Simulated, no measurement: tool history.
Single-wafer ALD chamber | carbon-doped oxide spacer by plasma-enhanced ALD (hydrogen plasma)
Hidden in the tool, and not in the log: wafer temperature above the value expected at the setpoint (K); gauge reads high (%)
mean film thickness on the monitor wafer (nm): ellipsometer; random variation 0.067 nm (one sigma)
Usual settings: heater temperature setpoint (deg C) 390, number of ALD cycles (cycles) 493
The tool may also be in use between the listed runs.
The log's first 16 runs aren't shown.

| run | hour | heater temperature setpoint (deg C) | number of ALD cycles (cycles) | wafers since the last listed run | hours since the last thermocouple change | hours since the gauge calibration | read-back reference wafer on the same gauge, thickness_nm | mean film thickness on the monitor wafer (nm) |
|---|---|---|---|---|---|---|---|---|
| 17 | 479.7 | 390 | 550 | 12 | 2270.0 | 875.0 | 25.323 | 29.061 |
| 18 | 492.0 | 390 | 493 | 10 | 2282.3 | 887.3 | 25.316 | 26.104 |
| 19 | 523.9 | 390 | 493 | 26 | 2314.2 | 919.2 | 25.304 | 26.222 |
| 20 | 550.5 | 378 | 493 | 22 | 2340.8 | 945.8 | 25.301 | 26.210 |
| 21 | 565.0 | 390 | 410 | 12 | 2355.3 | 960.3 | 25.299 | 21.628 |
| 22 | 588.3 | 384 | 436 | 19 | 2378.6 | 983.6 | 25.299 | 22.920 |
|  | 611.0 | thermocouple changed; heater temperature recalibrated |
|  | 617.2 | gauge calibrated |
| 23 | 623.2 | 384 | 533 | 22 | 12.2 | 6.0 | 25.866 | 28.700 |
| 24 | 636.4 | 396 | 522 | 11 | 25.4 | 19.2 | 25.812 | 28.252 |
| 25 | 650.5 | 390 | 493 | 11 | 39.5 | 33.3 | 25.788 | 26.637 |
| 26 | 672.4 | 397 | 543 | 18 | 61.4 | 55.2 | 25.744 | 29.145 |
| 27 | 706.0 | 375 | 532 | 28 | 95.0 | 88.8 | 25.717 | 28.530 |
| 28 | 727.1 | 401 | 544 | 17 | 116.1 | 109.9 | 25.653 | 29.148 |
| 29 | 742.8 | 379 | 411 | 13 | 131.8 | 125.6 | 25.619 | 21.929 |
| 30 | 777.9 | 390 | 493 | 29 | 166.9 | 160.7 | 25.606 | 26.318 |
| 31 | 808.7 | 380 | 493 | 25 | 197.7 | 191.5 | 25.536 | 26.383 |
| 32 | 820.8 | 390 | 464 | 10 | 209.8 | 203.6 | 25.553 | 24.867 |
| 33 | 837.7 | 390 | 493 | 14 | 226.7 | 220.5 | 25.530 | 26.253 |
| 34 | 870.2 | 390 | 493 | 27 | 259.2 | 253.0 | 25.502 | 26.354 |
| 35 | 889.5 | 403 | 460 | 16 | 278.5 | 272.3 | 25.492 | 24.255 |
| 36 | 915.3 | 399 | 583 | 21 | 304.3 | 298.1 | 25.463 | 30.943 |
| 37 | 944.0 | 390 | 493 | 24 | 333.0 | 326.8 | 25.398 | 26.302 |
| 38 | 962.4 | 395 | 554 | 15 | 351.4 | 345.2 | 25.427 | 29.405 |
| 39 | 988.2 | 382 | 589 | 21 | 377.2 | 371.0 | 25.417 | 31.344 |
| 40 | 1006.6 | 394 | 493 | 15 | 395.6 | 389.4 | 25.390 | 26.147 |

3 ways to go on from here, each from the tool as it stands after run 40. What would each give?
| A | 1007.8 | 390 | 493 | 1 | 396.8 | 390.6 | ? | ? |
| B | 1007.8 | 395 | 523 | 1 | 396.8 | 390.6 | ? | ? |
| C | 1007.8 | 400 | 410 | 1 | 396.8 | 390.6 | ? | ? |

| run | read-back reference wafer on the same gauge, thickness_nm | mean film thickness on the monitor wafer (nm) |
|---|---|---|
| A | 25.393 | 26.219 |
| B | 25.393 | 27.815 |
| C | 25.393 | 21.805 |
Without the tool's hidden state the same runs would have given:
| run | mean film thickness on the monitor wafer (nm) |
|---|---|
| A | 26.848 |
| B | 28.482 |
| C | 22.328 |

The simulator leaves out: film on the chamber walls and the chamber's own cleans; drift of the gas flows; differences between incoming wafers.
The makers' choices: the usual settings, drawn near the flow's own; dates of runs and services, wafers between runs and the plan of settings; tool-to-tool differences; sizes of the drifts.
